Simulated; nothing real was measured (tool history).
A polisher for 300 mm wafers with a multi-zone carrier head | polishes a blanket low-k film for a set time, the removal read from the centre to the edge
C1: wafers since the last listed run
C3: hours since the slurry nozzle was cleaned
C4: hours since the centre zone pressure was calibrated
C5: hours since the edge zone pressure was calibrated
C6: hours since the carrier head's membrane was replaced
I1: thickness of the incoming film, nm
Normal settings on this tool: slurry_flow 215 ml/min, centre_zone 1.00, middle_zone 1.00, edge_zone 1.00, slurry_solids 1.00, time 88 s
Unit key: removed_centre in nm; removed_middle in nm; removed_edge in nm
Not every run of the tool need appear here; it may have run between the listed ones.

Run 1, hour 0.0: usual settings but centre_zone 1.08, edge_zone 1.08, slurry_solids 1.15, time 114 s; C1 0; wafers polished on this pad 1703; C3 738.9; C4 260.6; C5 489.2; C6 802.7; I1 491.9. Result: removed_centre 48.3 nm, removed_middle 45.2 nm, removed_edge 46.6 nm.
Run 2, hour 17.1: usual settings; C1 149; wafers polished on this pad 1852; C3 756.0; C4 277.7; C5 506.3; C6 819.8; I1 489.5. Result: removed_centre 32.9 nm, removed_middle 32.1 nm, removed_edge 32.9 nm.
Run 3, hour 29.9: usual settings; C1 111; wafers polished on this pad 1964; C3 768.8; C4 290.5; C5 519.1; C6 832.6; I1 494.7. Result: removed_centre 32.0 nm, removed_middle 32.7 nm, removed_edge 32.8 nm.
At hour 47.6: worn pad replaced by a new one.
Run 4, hour 48.1: usual settings; C1 124; wafers polished on this pad 4; C3 787.0; C4 308.7; C5 537.3; C6 850.8; I1 484.9. Result: removed_centre 35.4 nm, removed_middle 36.5 nm, removed_edge 37.1 nm.
At hour 59.2: slurry nozzle cleaned.
At hour 73.2: carrier head's membrane replaced by a new one.
Run 5, hour 77.6: usual settings; C1 205; wafers polished on this pad 209; C3 18.4; C4 338.2; C5 566.8; C6 4.4; I1 489.0. Result: removed_centre 33.9 nm, removed_middle 35.0 nm, removed_edge 34.7 nm.
At hour 108.5: edge zone pressure recalibrated.
At hour 148.4: centre zone pressure recalibrated.
Run 6, hour 182.1: usual settings but slurry_flow 260 ml/min; C1 878; wafers polished on this pad 1087; C3 122.9; C4 33.7; C5 73.6; C6 108.9; I1 487.5. Result: removed_centre 33.3 nm, removed_middle 33.6 nm, removed_edge 33.6 nm.
Run 7, hour 202.7: usual settings but edge_zone 0.89, slurry_solids 0.80; C1 179; wafers polished on this pad 1267; C3 143.5; C4 54.3; C5 94.2; C6 129.5; I1 485.9. Result: removed_centre 28.7 nm, removed_middle 28.5 nm, removed_edge 27.8 nm.
Run 8, hour 217.1: usual settings but centre_zone 0.92, edge_zone 0.97; C1 125; wafers polished on this pad 1393; C3 157.9; C4 68.7; C5 108.6; C6 143.9; I1 479.1. Result: removed_centre 29.1 nm, removed_middle 33.1 nm, removed_edge 32.4 nm.
Run 9, hour 230.4: usual settings but centre_zone 1.08, edge_zone 1.08, slurry_solids 1.15, time 114 s; C1 116; wafers polished on this pad 1509; C3 171.2; C4 82.0; C5 121.9; C6 157.2; I1 492.1. Result: removed_centre 48.3 nm, removed_middle 46.0 nm, removed_edge 46.7 nm.
Run 10, hour 266.3: usual settings but slurry_flow 265 ml/min, edge_zone 0.94, slurry_solids 0.90; C1 313; wafers polished on this pad 1823; C3 207.1; C4 117.9; C5 157.8; C6 193.1; I1 489.4. Result: removed_centre 30.8 nm, removed_middle 31.1 nm, removed_edge 31.2 nm.
Run 11, hour 297.9: usual settings but slurry_flow 175 ml/min; C1 276; wafers polished on this pad 2099; C3 238.7; C4 149.5; C5 189.4; C6 224.7; I1 494.1. Result: removed_centre 30.7 nm, removed_middle 31.6 nm, removed_edge 32.0 nm.
At hour 317.1: worn pad replaced by a new one.
Run 12, hour 317.6: usual settings; C1 137; wafers polished on this pad 3; C3 258.4; C4 169.2; C5 209.1; C6 244.4; I1 488.1. Result: removed_centre 35.7 nm, removed_middle 36.0 nm, removed_edge 36.2 nm.
Run 13, hour 346.9: usual settings; C1 255; wafers polished on this pad 259; C3 287.7; C4 198.5; C5 238.4; C6 273.7; I1 491.1. Result: removed_centre 34.8 nm, removed_middle 35.2 nm, removed_edge 35.6 nm.
Run 14, hour 369.3: usual settings but centre_zone 1.09, edge_zone 1.08, slurry_solids 0.80, time 70 s; C1 195; wafers polished on this pad 455; C3 310.1; C4 220.9; C5 260.8; C6 296.1; I1 496.3. Result: removed_centre 26.5 nm, removed_middle 24.0 nm, removed_edge 25.3 nm.
Run 15, hour 395.9: usual settings; C1 232; wafers polished on this pad 688; C3 336.7; C4 247.5; C5 287.4; C6 322.7; I1 495.9. Result: removed_centre 34.2 nm, removed_middle 33.7 nm, removed_edge 34.0 nm.
Run 16, hour 424.1: usual settings but centre_zone 0.94, middle_zone 1.08; C1 246; wafers polished on this pad 934; C3 364.9; C4 275.7; C5 315.6; C6 350.9; I1 488.8. Result: removed_centre 31.2 nm, removed_middle 35.8 nm, removed_edge 33.8 nm.

Run 17 has not been measured yet. What should we expect?
Run 17, hour 455.3: usual settings but slurry_flow 170 ml/min, time 58 s; C1 272; wafers polished on this pad 1207; C3 396.1; C4 306.9; C5 346.8; C6 382.1; I1 490.7. Result: removed_centre ?, removed_middle ?, removed_edge ?.

removed_centre: 20.5 nm
removed_middle: 21.3 nm
removed_edge: 21.4 nm
Without the tool's hidden state the same run would have given removed_centre 22.5 nm, removed_middle 23.4 nm, removed_edge 23.5 nm.

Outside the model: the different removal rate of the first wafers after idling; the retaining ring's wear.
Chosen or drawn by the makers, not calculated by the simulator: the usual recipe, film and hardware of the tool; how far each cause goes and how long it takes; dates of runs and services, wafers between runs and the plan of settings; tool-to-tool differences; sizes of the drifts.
